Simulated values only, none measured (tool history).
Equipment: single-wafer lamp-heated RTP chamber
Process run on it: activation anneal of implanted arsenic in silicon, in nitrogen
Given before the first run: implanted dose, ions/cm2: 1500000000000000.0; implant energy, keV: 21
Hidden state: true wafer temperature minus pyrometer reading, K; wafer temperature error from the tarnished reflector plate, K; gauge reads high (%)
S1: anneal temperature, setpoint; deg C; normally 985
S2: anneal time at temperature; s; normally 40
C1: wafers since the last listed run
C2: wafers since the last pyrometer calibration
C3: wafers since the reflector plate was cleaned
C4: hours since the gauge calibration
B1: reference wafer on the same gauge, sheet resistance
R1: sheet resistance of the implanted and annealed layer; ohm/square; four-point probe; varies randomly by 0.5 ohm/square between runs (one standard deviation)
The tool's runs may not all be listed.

| run | hour | S1 | S2 | C1 | C2 | C3 | C4 | B1 | R1 |
|---|---|---|---|---|---|---|---|---|---|
| 1 | 0.0 | 985 | 46 | 0 | 2507 | 9124 | 803.2 | 115.11 | 105.16 |
| 2 | 14.4 | 985 | 40 | 253 | 2761 | 9378 | 817.6 | 115.23 | 107.75 |
| 3 | 33.9 | 985 | 40 | 343 | 3105 | 9722 | 837.1 | 115.24 | 107.44 |
|  | 49.6 | pyrometer window cleaned and pyrometer calibrated |
| 4 | 64.1 | 985 | 40 | 391 | 254 | 10113 | 867.3 | 115.48 | 108.26 |
| 5 | 89.5 | 985 | 40 | 448 | 702 | 10561 | 892.7 | 115.56 | 107.73 |
| 6 | 106.2 | 985 | 40 | 294 | 997 | 10856 | 909.4 | 115.67 | 107.92 |
| 7 | 119.5 | 985 | 40 | 234 | 1232 | 11091 | 922.7 | 115.82 | 108.94 |
| 8 | 138.8 | 985 | 40 | 340 | 1572 | 11431 | 942.0 | 115.91 | 108.42 |
| 9 | 168.9 | 985 | 40 | 530 | 2103 | 11962 | 972.1 | 116.03 | 108.71 |
|  | 187.2 | reflector plate cleaned |
| 10 | 187.7 | 985 | 40 | 190 | 2293 | 8 | 990.9 | 116.16 | 109.17 |
| 11 | 221.5 | 985 | 40 | 596 | 2890 | 604 | 1024.7 | 116.29 | 109.52 |
| 12 | 235.8 | 985 | 40 | 252 | 3142 | 856 | 1039.0 | 116.56 | 108.80 |
|  | 240.1 | gauge calibrated |
| 13 | 253.2 | 985 | 40 | 306 | 3449 | 1163 | 13.1 | 113.23 | 105.95 |
|  | 271.0 | pyrometer window cleaned and pyrometer calibrated |
| 14 | 273.0 | 985 | 56 | 208 | 34 | 1371 | 32.9 | 113.33 | 102.00 |
| 15 | 291.8 | 985 | 56 | 331 | 366 | 1703 | 51.7 | 113.30 | 102.22 |
| 16 | 311.8 | 985 | 40 | 352 | 718 | 2056 | 71.7 | 113.25 | 105.04 |
| 17 | 339.1 | 1015 | 50 | 481 | 1200 | 2537 | 99.0 | 113.22 | 91.91 |
| 18 | 361.4 | 985 | 40 | 393 | 1593 | 2931 | 121.3 | 113.41 | 105.97 |
| 19 | 457.4 | 985 | 26 | 1693 | 3287 | 4624 | 217.3 | 113.44 | 112.23 |
| 20 | 482.0 | 972 | 64 | 433 | 3721 | 5058 | 241.9 | 113.46 | 105.15 |
|  | 494.6 | pyrometer window cleaned and pyrometer calibrated |
| 21 | 495.4 | 1012 | 56 | 95 | 14 | 5153 | 255.3 | 113.56 | 91.56 |
| 22 | 507.8 | 1000 | 40 | 218 | 233 | 5372 | 267.7 | 113.63 | 100.30 |
| 23 | 528.4 | 1010 | 25 | 363 | 597 | 5735 | 288.3 | 113.63 | 102.61 |
| 24 | 548.0 | 985 | 40 | 345 | 942 | 6081 | 307.9 | 113.53 | 107.18 |
| 25 | 570.9 | 1014 | 40 | 403 | 1346 | 6485 | 330.8 | 113.71 | 94.85 |
| 26 | 602.9 | 960 | 33 | 564 | 1911 | 7049 | 362.8 | 113.60 | 120.37 |
| 27 | 632.5 | 985 | 40 | 522 | 2433 | 7571 | 392.4 | 113.77 | 107.51 |
| 28 | 659.0 | 970 | 17 | 467 | 2900 | 8039 | 418.9 | 113.88 | 125.01 |
| 29 | 687.9 | 1000 | 56 | 509 | 3410 | 8548 | 447.8 | 113.94 | 97.04 |
| 30 | 711.5 | 962 | 33 | 416 | 3826 | 8965 | 471.4 | 114.05 | 119.20 |
|  | 721.2 | pyrometer window cleaned and pyrometer calibrated |
| 31 | 734.5 | 998 | 57 | 264 | 234 | 9229 | 494.4 | 114.01 | 96.45 |
| 32 | 755.9 | 1009 | 56 | 377 | 612 | 9607 | 515.8 | 114.20 | 92.64 |
| 33 | 768.5 | 985 | 40 | 222 | 834 | 9829 | 528.4 | 114.23 | 107.41 |
| 34 | 786.0 | 961 | 27 | 308 | 1143 | 10138 | 545.9 | 114.24 | 123.43 |
| 35 | 813.3 | 985 | 40 | 481 | 1624 | 10619 | 573.2 | 114.35 | 106.99 |
| 36 | 846.4 | 1008 | 49 | 583 | 2208 | 11203 | 606.3 | 114.37 | 95.74 |

Forecast each of these 5 alternatives for the next run:
| A | 846.8 | 985 | 27 | 7 | 2215 | 11210 | 606.7 | ? | ? |
| B | 846.8 | 975 | 61 | 7 | 2215 | 11210 | 606.7 | ? | ? |
| C | 846.8 | 967 | 49 | 7 | 2215 | 11210 | 606.7 | ? | ? |
| D | 846.8 | 961 | 25 | 7 | 2215 | 11210 | 606.7 | ? | ? |
| E | 846.8 | 959 | 59 | 7 | 2215 | 11210 | 606.7 | ? | ? |

| run | B1 | R1 |
|---|---|---|
| A | 114.50 | 112.73 |
| B | 114.50 | 105.57 |
| C | 114.50 | 112.58 |
| D | 114.50 | 124.74 |
| E | 114.50 | 113.94 |
Without the tool's unlogged condition, the same runs would have read:
| run | R1 |
|---|---|
| A | 111.32 |
| B | 104.24 |
| C | 111.16 |
| D | 123.18 |
| E | 112.52 |

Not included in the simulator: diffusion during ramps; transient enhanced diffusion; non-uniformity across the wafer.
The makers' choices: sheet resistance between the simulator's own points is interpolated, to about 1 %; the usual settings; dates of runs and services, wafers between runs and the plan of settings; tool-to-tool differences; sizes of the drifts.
